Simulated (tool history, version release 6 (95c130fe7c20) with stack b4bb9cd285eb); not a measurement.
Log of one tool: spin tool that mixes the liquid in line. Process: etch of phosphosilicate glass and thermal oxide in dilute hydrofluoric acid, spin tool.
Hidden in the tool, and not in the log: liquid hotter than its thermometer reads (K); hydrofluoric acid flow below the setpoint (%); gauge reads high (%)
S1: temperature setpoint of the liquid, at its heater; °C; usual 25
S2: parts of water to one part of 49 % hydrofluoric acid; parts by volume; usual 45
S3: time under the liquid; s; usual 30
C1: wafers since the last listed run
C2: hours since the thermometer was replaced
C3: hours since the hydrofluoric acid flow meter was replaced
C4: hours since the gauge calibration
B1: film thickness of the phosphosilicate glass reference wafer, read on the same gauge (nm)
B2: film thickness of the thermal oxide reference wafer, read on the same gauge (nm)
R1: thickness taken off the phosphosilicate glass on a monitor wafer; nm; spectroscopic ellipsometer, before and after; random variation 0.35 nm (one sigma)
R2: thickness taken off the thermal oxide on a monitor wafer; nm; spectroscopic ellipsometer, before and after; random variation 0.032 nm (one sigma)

run	hour	S1	S2	S3	C1	C2	C3	C4	B1	B2	R1	R2
1	0	25	45	30	0	522.1	583.9	1323	79.96	69.982	63.15	3.8
2	48.5	25	45	25	417	570.6	632.4	1371.5	79.97	69.988	52.59	3.172
3	114.3	25	45	25	565	636.4	698.2	1437.3	80.01	69.973	52.31	3.161
4	153.4	25	45	45	336	675.5	737.3	1476.4	80.02	70.009	95.18	5.703
5	190.4	25	45	45	318	712.5	774.3	1513.4	79.95	70.025	94.6	5.68
# hour 250.9: hydrofluoric acid flow meter replaced
6	291	25	45	45	856	813.1	40.1	1614	79.98	69.99	94.58	5.711
# hour 326.2: thermometer replaced
7	353.8	28.5	45	30	531	27.6	102.9	1676.8	80.02	70.015	72.86	4.397
8	423.8	28.5	45	30	601	97.6	172.9	1746.8	80.04	69.964	72.88	4.388
9	451.5	21.5	45	30	238	125.3	200.6	1774.5	79.99	70.001	54.66	3.279
10	491.7	25	45	45	345	165.5	240.8	1814.7	79.98	70.031	95.42	5.698
11	518.2	25	45	45	227	192	267.3	1841.2	80.05	70.012	94.54	5.632
12	551.6	25	45	50	287	225.4	300.7	1874.6	79.97	69.994	104.87	6.337
13	604.6	25	60	45	455	278.4	353.7	1927.6	80.03	70.008	69.37	4.268
14	651.1	25	45	30	399	324.9	400.2	1974.1	80.02	69.966	63.3	3.821
15	686.4	27.5	40	30	303	360.2	435.5	2009.4	80.07	69.991	78.89	4.784
# hour 700.7: gauge calibrated
16	716.6	25	45	30	259	390.4	465.7	15.9	80.04	69.994	62.65	3.792
17	769.9	27.5	40	30	458	443.7	519	69.2	79.99	70.009	79.79	4.787
18	793.9	25	45	45	206	467.7	543	93.2	80.01	69.997	95.02	5.662
19	833.8	23.5	45	15	343	507.6	582.9	133.1	80.01	70.032	29.59	1.804
20	897	25	45	15	543	570.8	646.1	196.3	79.95	69.987	31.67	1.906
21	953.9	22	45	30	489	627.7	703	253.2	79.99	70.02	56.38	3.392
22	1007.2	21.5	45	15	458	681	756.3	306.5	79.93	69.978	27.19	1.636
23	1063.9	23.5	45	30	487	737.7	813	363.2	80	70.037	59.16	3.61
24	1118.7	21	35	25	471	792.5	867.8	418	79.98	69.959	58.66	3.519
25	1159.5	25	45	30	350	833.3	908.6	458.8	80.01	70.002	63.25	3.833
26	1205.6	27	60	25	396	879.4	954.7	504.9	79.99	70.019	41.97	2.502

Forecast each of these 4 alternatives for the next run:
A	1206	25	45	30	3	879.8	955.1	505.3	?	?	?	?
B	1206	28.5	65	15	3	879.8	955.1	505.3	?	?	?	?
C	1206	21	45	30	3	879.8	955.1	505.3	?	?	?	?
D	1206	21	30	30	3	879.8	955.1	505.3	?	?	?	?

run	B1	B2	R1	R2
A	80.03	70.011	63.14	3.841
B	80.03	70.011	24.45	1.487
C	80.03	70.011	53.46	3.252
D	80.03	70.011	81.69	4.969
Without the tool's hidden state the same runs would have given:
run	R1	R2
A	63.14	3.841
B	24.45	1.487
C	53.46	3.252
D	81.69	4.969
